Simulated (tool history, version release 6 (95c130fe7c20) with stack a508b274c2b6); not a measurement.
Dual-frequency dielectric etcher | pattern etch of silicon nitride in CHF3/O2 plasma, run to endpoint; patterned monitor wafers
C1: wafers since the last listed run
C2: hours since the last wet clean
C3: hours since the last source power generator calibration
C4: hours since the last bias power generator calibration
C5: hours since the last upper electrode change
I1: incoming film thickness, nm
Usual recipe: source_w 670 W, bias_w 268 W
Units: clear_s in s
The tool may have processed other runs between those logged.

{"run": 1, "hour": 0.0, "source_w": 670, "bias_w": 268, "C1": 0, "C2": 230.3, "C3": 3688.3, "C4": 1467.5, "C5": 2704.4, "I1": 107.4, "clear_s": 63.3}
{"run": 2, "hour": 45.5, "source_w": 670, "bias_w": 268, "C1": 538, "C2": 275.8, "C3": 3733.8, "C4": 1513.0, "C5": 2749.9, "I1": 107.8, "clear_s": 64.8}
{"run": 3, "hour": 81.3, "source_w": 670, "bias_w": 268, "C1": 423, "C2": 311.6, "C3": 3769.6, "C4": 1548.8, "C5": 2785.7, "I1": 107.6, "clear_s": 65.5}
{"run": 4, "hour": 109.8, "source_w": 670, "bias_w": 268, "C1": 337, "C2": 340.1, "C3": 3798.1, "C4": 1577.3, "C5": 2814.2, "I1": 108.0, "clear_s": 65.4}
{"hour": 164.9, "done": "wet clean of the chamber"}
{"run": 5, "hour": 165.4, "source_w": 670, "bias_w": 268, "C1": 373, "C2": 0.5, "C3": 3853.7, "C4": 1632.9, "C5": 2869.8, "I1": 107.2, "clear_s": 63.5}
{"run": 6, "hour": 208.4, "source_w": 670, "bias_w": 268, "C1": 508, "C2": 43.5, "C3": 3896.7, "C4": 1675.9, "C5": 2912.8, "I1": 107.9, "clear_s": 65.1}
{"run": 7, "hour": 233.9, "source_w": 670, "bias_w": 268, "C1": 301, "C2": 69.0, "C3": 3922.2, "C4": 1701.4, "C5": 2938.3, "I1": 108.4, "clear_s": 65.2}
{"run": 8, "hour": 293.7, "source_w": 670, "bias_w": 268, "C1": 707, "C2": 128.8, "C3": 3982.0, "C4": 1761.2, "C5": 2998.1, "I1": 107.5, "clear_s": 64.6}
{"run": 9, "hour": 318.1, "source_w": 670, "bias_w": 268, "C1": 288, "C2": 153.2, "C3": 4006.4, "C4": 1785.6, "C5": 3022.5, "I1": 107.3, "clear_s": 64.2}
{"run": 10, "hour": 379.8, "source_w": 670, "bias_w": 268, "C1": 730, "C2": 214.9, "C3": 4068.1, "C4": 1847.3, "C5": 3084.2, "I1": 108.4, "clear_s": 65.4}
{"run": 11, "hour": 421.1, "source_w": 670, "bias_w": 268, "C1": 488, "C2": 256.2, "C3": 4109.4, "C4": 1888.6, "C5": 3125.5, "I1": 107.9, "clear_s": 65.7}
{"run": 12, "hour": 470.0, "source_w": 670, "bias_w": 268, "C1": 578, "C2": 305.1, "C3": 4158.3, "C4": 1937.5, "C5": 3174.4, "I1": 107.7, "clear_s": 65.5}
{"hour": 546.0, "done": "wet clean of the chamber"}
{"run": 13, "hour": 546.5, "source_w": 670, "bias_w": 268, "C1": 621, "C2": 0.5, "C3": 4234.8, "C4": 2014.0, "C5": 3250.9, "I1": 108.2, "clear_s": 67.7}
{"hour": 589.1, "done": "upper electrode replaced"}
{"run": 14, "hour": 589.6, "source_w": 670, "bias_w": 268, "C1": 226, "C2": 43.6, "C3": 4277.9, "C4": 2057.1, "C5": 0.5, "I1": 107.5, "clear_s": 67.0}
{"hour": 622.4, "done": "bias power generator calibrated"}
{"run": 15, "hour": 628.7, "source_w": 670, "bias_w": 268, "C1": 415, "C2": 82.7, "C3": 4317.0, "C4": 6.3, "C5": 39.6, "I1": 106.6, "clear_s": 66.3}
{"run": 16, "hour": 693.8, "source_w": 670, "bias_w": 268, "C1": 770, "C2": 147.8, "C3": 4382.1, "C4": 71.4, "C5": 104.7, "I1": 107.5, "clear_s": 66.3}
{"run": 17, "hour": 731.1, "source_w": 670, "bias_w": 268, "C1": 441, "C2": 185.1, "C3": 4419.4, "C4": 108.7, "C5": 142.0, "I1": 107.2, "clear_s": 68.6}
{"run": 18, "hour": 775.3, "source_w": 670, "bias_w": 268, "C1": 523, "C2": 229.3, "C3": 4463.6, "C4": 152.9, "C5": 186.2, "I1": 108.0, "clear_s": 68.0}
{"run": 19, "hour": 805.6, "source_w": 510, "bias_w": 289, "C1": 358, "C2": 259.6, "C3": 4493.9, "C4": 183.2, "C5": 216.5, "I1": 106.2, "clear_s": 72.8}
{"run": 20, "hour": 869.7, "source_w": 550, "bias_w": 243, "C1": 758, "C2": 323.7, "C3": 4558.0, "C4": 247.3, "C5": 280.6, "I1": 107.6, "clear_s": 73.3}
{"hour": 900.7, "done": "wet clean of the chamber, repeated, since the last time left the tool worse"}
{"hour": 904.0, "done": "source power generator calibrated"}
{"run": 21, "hour": 909.4, "source_w": 810, "bias_w": 268, "C1": 147, "C2": 8.7, "C3": 5.4, "C4": 287.0, "C5": 320.3, "I1": 107.2, "clear_s": 59.5}
{"run": 22, "hour": 940.1, "source_w": 670, "bias_w": 268, "C1": 363, "C2": 39.4, "C3": 36.1, "C4": 317.7, "C5": 351.0, "I1": 107.1, "clear_s": 63.0}
{"run": 23, "hour": 1009.1, "source_w": 610, "bias_w": 286, "C1": 816, "C2": 108.4, "C3": 105.1, "C4": 386.7, "C5": 420.0, "I1": 107.5, "clear_s": 65.4}
{"run": 24, "hour": 1099.2, "source_w": 800, "bias_w": 243, "C1": 1066, "C2": 198.5, "C3": 195.2, "C4": 476.8, "C5": 510.1, "I1": 107.4, "clear_s": 61.7}
{"run": 25, "hour": 1123.9, "source_w": 670, "bias_w": 292, "C1": 292, "C2": 223.2, "C3": 219.9, "C4": 501.5, "C5": 534.8, "I1": 107.1, "clear_s": 63.7}
{"run": 26, "hour": 1161.7, "source_w": 750, "bias_w": 322, "C1": 447, "C2": 261.0, "C3": 257.7, "C4": 539.3, "C5": 572.6, "I1": 107.5, "clear_s": 59.5}
{"run": 27, "hour": 1213.3, "source_w": 670, "bias_w": 268, "C1": 610, "C2": 312.6, "C3": 309.3, "C4": 590.9, "C5": 624.2, "I1": 106.9, "clear_s": 65.9}
{"hour": 1293.6, "done": "wet clean of the chamber"}
{"run": 28, "hour": 1294.1, "source_w": 560, "bias_w": 329, "C1": 672, "C2": 0.5, "C3": 390.1, "C4": 671.7, "C5": 705.0, "I1": 107.6, "clear_s": 63.3}
{"run": 29, "hour": 1345.7, "source_w": 670, "bias_w": 296, "C1": 610, "C2": 52.1, "C3": 441.7, "C4": 723.3, "C5": 756.6, "I1": 107.2, "clear_s": 61.0}
{"run": 30, "hour": 1401.8, "source_w": 670, "bias_w": 268, "C1": 663, "C2": 108.2, "C3": 497.8, "C4": 779.4, "C5": 812.7, "I1": 107.6, "clear_s": 63.3}
{"run": 31, "hour": 1450.4, "source_w": 540, "bias_w": 331, "C1": 575, "C2": 156.8, "C3": 546.4, "C4": 828.0, "C5": 861.3, "I1": 107.0, "clear_s": 65.2}
{"run": 32, "hour": 1484.4, "source_w": 540, "bias_w": 317, "C1": 402, "C2": 190.8, "C3": 580.4, "C4": 862.0, "C5": 895.3, "I1": 107.9, "clear_s": 67.6}
{"run": 33, "hour": 1539.5, "source_w": 670, "bias_w": 268, "C1": 652, "C2": 245.9, "C3": 635.5, "C4": 917.1, "C5": 950.4, "I1": 107.1, "clear_s": 65.0}

Pick out some run-to-run changes in clear_s. Of each, how much would a tool without hidden state show as well, from the settings, what came in and chance, and how much is left for the hidden state and any gauge scatter not in both results compared?
What the log doesn't record here: etch rate over this chamber's usual, %; source power that arrives over what is set, %; bias power that arrives over what is set, %.
Run 4 -> 5: wet clean of the chamber. clear_s -1.9 s: hidden state -1.8, all else -0.1.
Run 12 -> 13: wet clean of the chamber. clear_s +2.2 s: hidden state +1.9, all else +0.3.
Run 18 -> 19: source_w 670 -> 510, bias_w 268 -> 289. clear_s +4.8 s: hidden state +0.5, all else +4.3.
Run 20 -> 21: source_w 550 -> 810, bias_w 243 -> 268, wet clean of the chamber, repeated, since the last time left the tool worse, source power generator calibrated. clear_s -13.8 s: hidden state -4.8, all else -9.0.
Run 26 -> 27: source_w 750 -> 670, bias_w 322 -> 268. clear_s +6.4 s: hidden state +0.4, all else +6.0.
